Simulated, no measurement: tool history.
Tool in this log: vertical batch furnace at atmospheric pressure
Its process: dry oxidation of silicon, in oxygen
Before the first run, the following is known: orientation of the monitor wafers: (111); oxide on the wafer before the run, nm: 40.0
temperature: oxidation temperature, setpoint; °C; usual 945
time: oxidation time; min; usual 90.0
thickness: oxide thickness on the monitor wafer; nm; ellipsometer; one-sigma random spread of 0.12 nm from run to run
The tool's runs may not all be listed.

run    hour  temperature   time  wafers since the last listed run  hours since the last temperature calibration  hours since the boat lift was adjusted  hours since the gauge calibration  read-back reference wafer on the same gauge, thickness  thickness
  1     0.0          945  109.5                                 0                                        4363.2                                  3137.8                              235.6                                                   67.42      83.24
  2    49.0          945  109.5                               795                                        4412.2                                  3186.8                              284.6                                                   67.41      83.43
  3   108.5          945  109.5                               965                                        4471.7                                  3246.3                              344.1                                                   67.38      83.29
  4   188.2          953   90.0                              1293                                        4551.4                                  3326.0                              423.8                                                   67.40      79.55
  5   274.7          945   90.0                              1403                                        4637.9                                  3412.5                              510.3                                                   67.39      76.64
  6   340.0          945  110.0                              1059                                        4703.2                                  3477.8                              575.6                                                   67.39      83.61
  7   408.4          939   90.0                              1109                                        4771.6                                  3546.2                              644.0                                                   67.41      74.12
  8   488.2          928   90.0                              1294                                        4851.4                                  3626.0                              723.8                                                   67.41      70.49
      720.5  -- boat lift adjusted
  9   779.0          928   90.0                              4329                                        5142.2                                    58.5                             1014.6                                                   67.41      71.81
 10   848.2          945   90.0                              1122                                        5211.4                                   127.7                             1083.8                                                   67.41      77.99
 11   945.1          945  103.5                              1572                                        5308.3                                   224.6                             1180.7                                                   67.41      83.09
     1023.8  -- thermocouples replaced and temperature profile calibrated
 12  1024.3          945   90.0                               895                                           0.5                                   303.8                             1259.9                                                   67.40      75.18
     1046.7  -- gauge calibrated
 13  1075.8          922   52.0                               835                                          52.0                                   355.3                               29.1                                                   67.41      55.91
 14  1174.8          945  125.5                              1606                                         151.0                                   454.3                              128.1                                                   67.40      86.93
 15  1245.2          928   60.0                              1142                                         221.4                                   524.7                              198.5                                                   67.39      59.77
 16  1289.4          961   90.0                               717                                         265.6                                   568.9                              242.7                                                   67.40      81.30
 17  1331.0          927  127.5                               674                                         307.2                                   610.5                              284.3                                                   67.37      79.53
 18  1373.4          945   90.0                               687                                         349.6                                   652.9                              326.7                                                   67.40      75.17
 19  1621.5          934   66.0                              4025                                         597.7                                   901.0                              574.8                                                   67.39      63.33

What was the tool's hidden state at every run in the log?
gauge reads high (%): 0, the same for each run
H1: true tube temperature minus thermocouple reading, K
H2: monitor wafer colder than the profiled boat position, K
run     H1     H2
  1   6.01   3.82
  2   6.06   3.83
  3   6.12   3.85
  4   6.21   3.87
  5    6.3    3.9
  6   6.36   3.91
  7   6.43   3.93
  8   6.52   3.95
  9   6.82  0.187
 10   6.89  0.386
 11   6.99  0.649
 12   0.11   0.85
 13  0.163  0.974
 14  0.266    1.2
 15   0.34   1.35
 16  0.386   1.44
 17  0.429   1.53
 18  0.473   1.61
 19  0.732   2.04

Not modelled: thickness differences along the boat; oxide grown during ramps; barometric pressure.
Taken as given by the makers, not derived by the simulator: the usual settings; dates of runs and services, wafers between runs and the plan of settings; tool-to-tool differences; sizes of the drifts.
